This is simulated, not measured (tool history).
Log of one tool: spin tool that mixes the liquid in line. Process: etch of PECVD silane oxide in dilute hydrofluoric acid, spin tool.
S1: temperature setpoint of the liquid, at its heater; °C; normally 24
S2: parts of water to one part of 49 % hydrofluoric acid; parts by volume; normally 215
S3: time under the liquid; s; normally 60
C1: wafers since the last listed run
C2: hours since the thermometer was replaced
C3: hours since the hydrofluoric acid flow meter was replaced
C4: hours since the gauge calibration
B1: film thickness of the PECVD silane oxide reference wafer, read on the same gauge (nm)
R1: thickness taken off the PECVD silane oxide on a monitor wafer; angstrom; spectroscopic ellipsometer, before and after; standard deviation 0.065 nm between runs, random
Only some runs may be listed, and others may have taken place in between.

{"run": 1, "hour": 0.0, "S1": 24, "S2": 215, "S3": 60, "C1": 0, "C2": 963.3, "C3": 1122.1, "C4": 853, "B1": 49.95, "R1": 80.4}
{"run": 2, "hour": 73.7, "S1": 24, "S2": 215, "S3": 60, "C1": 905, "C2": 1037, "C3": 1195.8, "C4": 926.7, "B1": 49.94, "R1": 81.5}
{"hour": 76.0, "done": "thermometer replaced"}
{"run": 3, "hour": 175.0, "S1": 24, "S2": 215, "S3": 60, "C1": 1232, "C2": 99, "C3": 1297.1, "C4": 1028, "B1": 50, "R1": 73.8}
{"run": 4, "hour": 450.5, "S1": 24, "S2": 215, "S3": 60, "C1": 3386, "C2": 374.5, "C3": 1572.6, "C4": 1303.5, "B1": 50.02, "R1": 76}
{"run": 5, "hour": 540.1, "S1": 24, "S2": 215, "S3": 60, "C1": 1101, "C2": 464.1, "C3": 1662.2, "C4": 1393.1, "B1": 50.01, "R1": 76.2}
{"run": 6, "hour": 608.3, "S1": 25.5, "S2": 215, "S3": 60, "C1": 838, "C2": 532.3, "C3": 1730.4, "C4": 1461.3, "B1": 49.99, "R1": 81.3}
{"run": 7, "hour": 710.5, "S1": 25.5, "S2": 215, "S3": 60, "C1": 1256, "C2": 634.5, "C3": 1832.6, "C4": 1563.5, "B1": 49.98, "R1": 82.9}
{"run": 8, "hour": 747.1, "S1": 25.5, "S2": 215, "S3": 60, "C1": 449, "C2": 671.1, "C3": 1869.2, "C4": 1600.1, "B1": 50.03, "R1": 83.4}
{"run": 9, "hour": 846.3, "S1": 20.5, "S2": 255, "S3": 60, "C1": 1219, "C2": 770.3, "C3": 1968.4, "C4": 1699.3, "B1": 50.02, "R1": 55.8}
{"run": 10, "hour": 932.7, "S1": 20.5, "S2": 255, "S3": 60, "C1": 1062, "C2": 856.7, "C3": 2054.8, "C4": 1785.7, "B1": 49.94, "R1": 56.6}
{"hour": 978.5, "done": "thermometer replaced"}
{"run": 11, "hour": 1017.8, "S1": 20.5, "S2": 290, "S3": 25, "C1": 1033, "C2": 39.3, "C3": 2139.9, "C4": 1870.8, "B1": 50.04, "R1": 18.7}
{"hour": 1085.6, "done": "gauge calibrated"}
{"run": 12, "hour": 1090.4, "S1": 21.5, "S2": 245, "S3": 35, "C1": 892, "C2": 111.9, "C3": 2212.5, "C4": 4.8, "B1": 50, "R1": 34.4}
{"hour": 1165.8, "done": "hydrofluoric acid flow meter replaced"}
{"run": 13, "hour": 1173.4, "S1": 24, "S2": 215, "S3": 60, "C1": 1007, "C2": 194.9, "C3": 7.6, "C4": 87.8, "B1": 50.03, "R1": 77}
{"run": 14, "hour": 1264.1, "S1": 24, "S2": 280, "S3": 80, "C1": 1114, "C2": 285.6, "C3": 98.3, "C4": 178.5, "B1": 49.95, "R1": 72.7}
{"run": 15, "hour": 1355.0, "S1": 20.5, "S2": 255, "S3": 60, "C1": 1117, "C2": 376.5, "C3": 189.2, "C4": 269.4, "B1": 50, "R1": 54.6}
{"run": 16, "hour": 1405.5, "S1": 24, "S2": 160, "S3": 80, "C1": 620, "C2": 427, "C3": 239.7, "C4": 319.9, "B1": 49.98, "R1": 146.1}
{"run": 17, "hour": 1464.4, "S1": 22, "S2": 215, "S3": 30, "C1": 724, "C2": 485.9, "C3": 298.6, "C4": 378.8, "B1": 49.98, "R1": 35.9}
{"run": 18, "hour": 1519.1, "S1": 24, "S2": 215, "S3": 60, "C1": 672, "C2": 540.6, "C3": 353.3, "C4": 433.5, "B1": 50.04, "R1": 77.6}
{"run": 19, "hour": 1706.6, "S1": 24, "S2": 215, "S3": 90, "C1": 2304, "C2": 728.1, "C3": 540.8, "C4": 621, "B1": 50, "R1": 119.5}
{"run": 20, "hour": 1787.5, "S1": 24, "S2": 150, "S3": 40, "C1": 994, "C2": 809, "C3": 621.7, "C4": 701.9, "B1": 50.04, "R1": 81}
{"run": 21, "hour": 1885.3, "S1": 24, "S2": 215, "S3": 60, "C1": 1202, "C2": 906.8, "C3": 719.5, "C4": 799.7, "B1": 50.02, "R1": 81.3}

Entry by entry between the runs, the difference in hidden state between the last listed run before and the first listed run after:
Run 2 -> run 3: thermometer replaced (hour 76)
  liquid hotter than its thermometer reads (K): 2.74 -> 0.252
  measured less the result without the state, R1: +7.7 -> +0.7 angstrom
Run 10 -> run 11: thermometer replaced (hour 978.5)
  liquid hotter than its thermometer reads (K): 2.14 -> 0.274
  measured less the result without the state, R1: +4.3 -> +0.2 angstrom
Run 11 -> run 12: gauge calibrated (hour 1085.6)
  liquid hotter than its thermometer reads (K): 0.274 -> 0.456
  measured less the result without the state, R1: +0.2 -> +0.6 angstrom
Run 12 -> run 13: hydrofluoric acid flow meter replaced (hour 1165.8)
  liquid hotter than its thermometer reads (K): 0.456 -> 0.663
  measured less the result without the state, R1: +0.6 -> +1.9 angstrom
